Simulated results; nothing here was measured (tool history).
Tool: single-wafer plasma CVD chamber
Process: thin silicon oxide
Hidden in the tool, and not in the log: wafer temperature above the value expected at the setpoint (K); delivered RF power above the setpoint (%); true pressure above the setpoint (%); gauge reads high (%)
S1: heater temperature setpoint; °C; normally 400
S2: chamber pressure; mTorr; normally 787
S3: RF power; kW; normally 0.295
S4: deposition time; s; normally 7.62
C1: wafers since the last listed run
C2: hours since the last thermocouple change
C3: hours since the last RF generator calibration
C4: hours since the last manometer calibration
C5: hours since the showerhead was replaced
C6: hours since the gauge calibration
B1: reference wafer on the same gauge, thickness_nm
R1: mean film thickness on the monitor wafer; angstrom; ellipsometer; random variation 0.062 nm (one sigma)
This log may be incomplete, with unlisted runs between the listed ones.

| run | hour | S1 | S2 | S3 | S4 | C1 | C2 | C3 | C4 | C5 | C6 | B1 | R1 |
|---|---|---|---|---|---|---|---|---|---|---|---|---|---|
| 1 | 0 | 400 | 787 | 0.295 | 7.62 | 0 | 253 | 859.9 | 1994.8 | 4234.6 | 396.5 | 12.913 | 118.35 |
| 2 | 70.8 | 400 | 787 | 0.295 | 7.62 | 1599 | 323.8 | 930.7 | 2065.6 | 4305.4 | 467.3 | 12.888 | 118.96 |
| 3 | 102.9 | 400 | 787 | 0.295 | 7.62 | 725 | 355.9 | 962.8 | 2097.7 | 4337.5 | 499.4 | 12.917 | 117.74 |
| 4 | 156.9 | 412 | 787 | 0.295 | 7.05 | 1219 | 409.9 | 1016.8 | 2151.7 | 4391.5 | 553.4 | 12.893 | 107.43 |
| 5 | 209.3 | 400 | 787 | 0.295 | 7.62 | 1183 | 462.3 | 1069.2 | 2204.1 | 4443.9 | 605.8 | 12.921 | 116.04 |
| 6 | 261 | 400 | 787 | 0.295 | 7.62 | 1167 | 514 | 1120.9 | 2255.8 | 4495.6 | 657.5 | 12.894 | 115.52 |
| 7 | 329.1 | 400 | 787 | 0.295 | 7.62 | 1538 | 582.1 | 1189 | 2323.9 | 4563.7 | 725.6 | 12.902 | 115.44 |
| 8 | 361.9 | 400 | 787 | 0.295 | 7.62 | 740 | 614.9 | 1221.8 | 2356.7 | 4596.5 | 758.4 | 12.888 | 114.7 |
| 9 | 411.6 | 400 | 787 | 0.295 | 7.62 | 1122 | 664.6 | 1271.5 | 2406.4 | 4646.2 | 808.1 | 12.902 | 113.85 |
| 10 | 468.1 | 400 | 648 | 0.34 | 7.62 | 1276 | 721.1 | 1328 | 2462.9 | 4702.7 | 864.6 | 12.892 | 102.78 |
|  | 514.3 | capacitance manometer re-zeroed and calibrated |
| 11 | 528.6 | 400 | 787 | 0.295 | 7.62 | 1185 | 781.6 | 1388.5 | 14.3 | 4763.2 | 925.1 | 12.885 | 122.36 |
| 12 | 574.9 | 400 | 787 | 0.295 | 7.62 | 1045 | 827.9 | 1434.8 | 60.6 | 4809.5 | 971.4 | 12.902 | 122.96 |
| 13 | 639.7 | 400 | 787 | 0.295 | 8.12 | 1463 | 892.7 | 1499.6 | 125.4 | 4874.3 | 1036.2 | 12.901 | 131.7 |
| 14 | 680.7 | 415 | 624 | 0.33 | 6.47 | 926 | 933.7 | 1540.6 | 166.4 | 4915.3 | 1077.2 | 12.901 | 89.02 |
| 15 | 716 | 400 | 618 | 0.295 | 7.62 | 797 | 969 | 1575.9 | 201.7 | 4950.6 | 1112.5 | 12.903 | 99.11 |
|  | 726 | gauge calibrated |
| 16 | 751.4 | 400 | 618 | 0.295 | 7.62 | 799 | 1004.4 | 1611.3 | 237.1 | 4986 | 25.4 | 12.892 | 98.44 |
|  | 806.5 | showerhead replaced |
|  | 815.3 | RF generator calibrated |
| 17 | 818.9 | 400 | 787 | 0.295 | 7.62 | 1163 | 1071.9 | 3.6 | 304.6 | 12.4 | 92.9 | 12.904 | 126.69 |
|  | 851.8 | thermocouple changed; heater temperature recalibrated |
| 18 | 889.9 | 390 | 726 | 0.345 | 6.71 | 1423 | 38.1 | 74.6 | 375.6 | 83.4 | 163.9 | 12.888 | 111.61 |
| 19 | 930.7 | 409 | 866 | 0.295 | 7.62 | 921 | 78.9 | 115.4 | 416.4 | 124.2 | 204.7 | 12.913 | 134.78 |
| 20 | 973.9 | 400 | 787 | 0.295 | 7.62 | 975 | 122.1 | 158.6 | 459.6 | 167.4 | 247.9 | 12.903 | 125.35 |
| 21 | 1032.1 | 415 | 906 | 0.295 | 7.62 | 1314 | 180.3 | 216.8 | 517.8 | 225.6 | 306.1 | 12.92 | 139.16 |
| 22 | 1072.3 | 400 | 727 | 0.34 | 7.62 | 908 | 220.5 | 257 | 558 | 265.8 | 346.3 | 12.916 | 124.71 |
| 23 | 1104.3 | 391 | 863 | 0.295 | 7.24 | 722 | 252.5 | 289 | 590 | 297.8 | 378.3 | 12.898 | 129.16 |
| 24 | 1130.1 | 395 | 787 | 0.295 | 7.62 | 582 | 278.3 | 314.8 | 615.8 | 323.6 | 404.1 | 12.902 | 124.76 |

The next listed run, before its measurement:
| 25 | 1157.1 | 413 | 787 | 0.34 | 7.62 | 609 | 305.3 | 341.8 | 642.8 | 350.6 | 431.1 | ? | ? |

B1: 12.9
R1: 132.11 angstrom
Were there no unlogged condition in the tool, this run, its random variation unchanged, would have produced R1 134.04 angstrom.

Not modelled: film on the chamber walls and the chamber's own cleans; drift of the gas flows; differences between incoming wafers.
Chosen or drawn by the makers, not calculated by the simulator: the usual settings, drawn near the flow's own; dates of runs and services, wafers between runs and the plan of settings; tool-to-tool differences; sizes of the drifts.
